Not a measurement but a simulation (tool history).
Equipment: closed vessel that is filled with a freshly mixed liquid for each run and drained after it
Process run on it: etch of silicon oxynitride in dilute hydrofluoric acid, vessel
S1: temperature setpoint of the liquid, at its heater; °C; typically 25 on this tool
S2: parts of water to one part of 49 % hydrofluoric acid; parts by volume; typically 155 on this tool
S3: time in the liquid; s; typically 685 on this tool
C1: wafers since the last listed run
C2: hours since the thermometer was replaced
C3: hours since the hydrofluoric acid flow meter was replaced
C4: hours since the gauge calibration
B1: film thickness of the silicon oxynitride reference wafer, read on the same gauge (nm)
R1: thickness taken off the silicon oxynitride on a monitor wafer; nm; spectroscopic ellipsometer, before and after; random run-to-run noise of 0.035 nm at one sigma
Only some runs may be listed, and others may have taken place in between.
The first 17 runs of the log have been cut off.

run    hour    S1   S2   S3     C1      C2      C3      C4     B1     R1
 18    1212    25  155  685   7869     127   137.4    2986  50.02   8.94
 19    1284    25  155  685   6482     199   209.4    3058  49.99   8.88
 20    1387    25  155  455   9274     302   312.4    3161  49.99   5.93
 21  1537.5    25   90  275  13550   452.5   462.9  3311.5  49.98   6.49
 22  1638.4  20.5  120  685   9085   553.4   563.8  3412.4     50   9.56
 23  1693.4    25  155  685   4952   608.4   618.8  3467.4     50   8.79
 24  1736.3    21  155  925   3862   651.3   661.7  3510.3  50.02   9.84
     1779.4  -- hydrofluoric acid flow meter replaced, repeated, since the last time left the tool worse
 25  1797.2    25  155  685   5393   712.2    17.8  3571.2  50.02   9.84
 26  1856.2    25  135  445   5312   771.2    76.8  3630.2  50.02   7.47
 27    1894    25  155  995   3403     809   114.6    3668  49.99  14.26
 28  1940.9  21.5   85  385   4222   855.9   161.5  3714.9  50.01   8.96
     2053.8  -- thermometer replaced
     2076.4  -- gauge calibrated
 29  2245.9    25  155  685  27372   192.1   466.5   169.5  50.01   9.73
 30  2465.1    22  155  685  19736   411.3   685.7   388.7     50   8.38
 31  2726.8  27.5  105  510  23563     673   947.4   650.4  50.02  12.29
 32  2825.4    25  115  330   8877   771.6    1046     749  50.02   6.43
 33    2882    25  155  460   5096   828.2  1102.6   805.6  50.02   6.37
 34  3136.6  27.5   95  855  22924  1082.8  1357.2  1060.2  50.01  22.62

What if the next run were any one of these 3? Each begins from the tool's condition after run 34:
  A  3137.4  25  155   570  72  1083.6  1358  1061   ?   ?
  B  3137.4  25  205   550  72  1083.6  1358  1061   ?   ?
  C  3137.4  23  205  1045  72  1083.6  1358  1061   ?   ?

run     B1    R1
  A  50.01  7.84
  B  50.01  5.49
  C  50.01  9.55
Had the tool no hidden state, the same runs would have come out as:
run     R1
  A   8.26
  B    5.8
  C  10.07
